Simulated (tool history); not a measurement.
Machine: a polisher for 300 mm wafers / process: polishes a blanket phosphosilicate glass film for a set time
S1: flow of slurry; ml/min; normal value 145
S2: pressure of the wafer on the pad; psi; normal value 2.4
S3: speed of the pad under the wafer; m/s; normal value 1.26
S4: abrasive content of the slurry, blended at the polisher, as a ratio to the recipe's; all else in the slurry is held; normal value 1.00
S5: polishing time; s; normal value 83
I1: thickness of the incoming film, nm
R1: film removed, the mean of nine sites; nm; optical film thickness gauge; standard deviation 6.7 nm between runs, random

run,hour,S1,S2,S3,S4,S5,I1,R1
1,0.0,145,3.0,1.26,1.00,83,3761.6,654.4
# hour 25.6: worn pad replaced by a new one
2,26.1,145,2.4,1.26,1.00,73,3807.5,494.4
3,55.5,145,2.4,1.26,1.00,83,3796.2,561.5
4,114.6,145,2.4,1.26,1.00,83,3770.7,552.9
# hour 124.9: worn pad replaced by a new one
5,149.7,145,2.4,1.26,1.00,83,3791.5,563.1
6,168.1,145,2.4,1.26,1.00,83,3837.2,557.6
7,182.5,145,2.4,1.26,0.85,83,3827.4,517.7
# hour 192.8: conditioning disc replaced and pad reconditioned
# hour 244.5: worn pad replaced by a new one
8,251.6,145,2.4,1.26,1.00,83,3819.3,566.8
# hour 258.9: slurry nozzle cleaned
9,265.4,145,2.4,1.26,1.00,83,3826.6,558.7
10,290.5,145,2.4,1.26,1.00,83,3740.3,562.8
11,306.0,145,2.4,1.46,1.00,83,3759.3,619.3
12,340.9,145,2.4,1.26,1.00,83,3853.2,549.4
# hour 367.2: worn pad replaced by a new one
13,367.7,160,2.4,1.26,1.00,83,3760.2,569.1
# hour 391.4: head pressure recalibrated
14,391.9,145,2.4,1.26,1.00,62,3761.9,422.7
# hour 397.2: slurry blender recalibrated
15,412.5,145,2.4,1.26,1.00,83,3813.8,563.7
16,440.2,145,2.4,1.26,0.75,61,3735.6,356.5
# hour 466.4: worn pad replaced by a new one
17,466.9,170,2.0,1.06,1.00,83,3738.8,455.4
18,485.0,145,2.7,1.26,1.30,105,3741.1,879.5
19,509.9,145,2.4,1.26,1.00,83,3807.2,563.9
20,538.2,145,3.2,1.38,1.00,83,3782.9,711.9

Here are 3 independent what-if runs from the current tool condition. What would each one return?
A,538.7,175,2.4,1.26,1.00,83,3776.0,?
B,538.7,145,2.4,1.12,0.85,83,3776.0,?
C,538.7,145,1.6,1.26,1.10,91,3776.0,?

run,R1
A,570.4
B,476.4
C,508.2
Without the tool's unlogged condition, the same runs would have read:
run,R1
A,570.4
B,476.4
C,508.2
